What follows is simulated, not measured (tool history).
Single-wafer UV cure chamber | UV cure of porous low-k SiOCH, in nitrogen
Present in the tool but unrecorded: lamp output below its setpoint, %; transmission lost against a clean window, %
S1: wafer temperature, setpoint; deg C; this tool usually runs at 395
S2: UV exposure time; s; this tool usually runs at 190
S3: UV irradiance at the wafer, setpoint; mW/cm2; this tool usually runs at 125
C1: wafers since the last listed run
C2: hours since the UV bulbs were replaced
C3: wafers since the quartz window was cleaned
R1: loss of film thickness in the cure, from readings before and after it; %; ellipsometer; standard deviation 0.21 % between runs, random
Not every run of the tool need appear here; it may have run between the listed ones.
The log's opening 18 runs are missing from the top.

{"run": 19, "hour": 779.0, "S1": 388, "S2": 115, "S3": 150, "C1": 402, "C2": 2283.9, "C3": 845, "R1": 12.586}
{"run": 20, "hour": 820.8, "S1": 395, "S2": 190, "S3": 125, "C1": 350, "C2": 2325.7, "C3": 1195, "R1": 14.505}
{"run": 21, "hour": 845.8, "S1": 404, "S2": 190, "S3": 112, "C1": 209, "C2": 2350.7, "C3": 1404, "R1": 13.648}
{"run": 22, "hour": 899.1, "S1": 395, "S2": 110, "S3": 110, "C1": 446, "C2": 2404.0, "C3": 1850, "R1": 10.564}
{"run": 23, "hour": 940.2, "S1": 395, "S2": 190, "S3": 164, "C1": 344, "C2": 2445.1, "C3": 2194, "R1": 15.642}
{"run": 24, "hour": 985.9, "S1": 413, "S2": 140, "S3": 106, "C1": 382, "C2": 2490.8, "C3": 2577, "R1": 11.856}
{"hour": 1002.0, "done": "UV bulbs replaced"}
{"hour": 1012.3, "done": "quartz window cleaned"}
{"run": 25, "hour": 1025.5, "S1": 389, "S2": 190, "S3": 125, "C1": 197, "C2": 23.5, "C3": 110, "R1": 14.801}
{"run": 26, "hour": 1218.6, "S1": 401, "S2": 280, "S3": 157, "C1": 1616, "C2": 216.6, "C3": 1727, "R1": 17.632}
{"run": 27, "hour": 1263.8, "S1": 389, "S2": 190, "S3": 125, "C1": 378, "C2": 261.8, "C3": 2105, "R1": 14.023}
{"run": 28, "hour": 1302.8, "S1": 386, "S2": 265, "S3": 107, "C1": 326, "C2": 300.8, "C3": 2432, "R1": 14.597}
{"run": 29, "hour": 1361.4, "S1": 395, "S2": 190, "S3": 125, "C1": 490, "C2": 359.4, "C3": 2922, "R1": 13.525}

Expected results for the next run?
{"hour": 1391.1, "done": "quartz window cleaned"}
{"run": 30, "hour": 1416.0, "S1": 395, "S2": 190, "S3": 102, "C1": 390, "C2": 414.0, "C3": 208, "R1": "?"}

Run 30 gave R1 13.695 %.
The same run, on a tool lacking any hidden state, would have yielded R1 13.809 %.
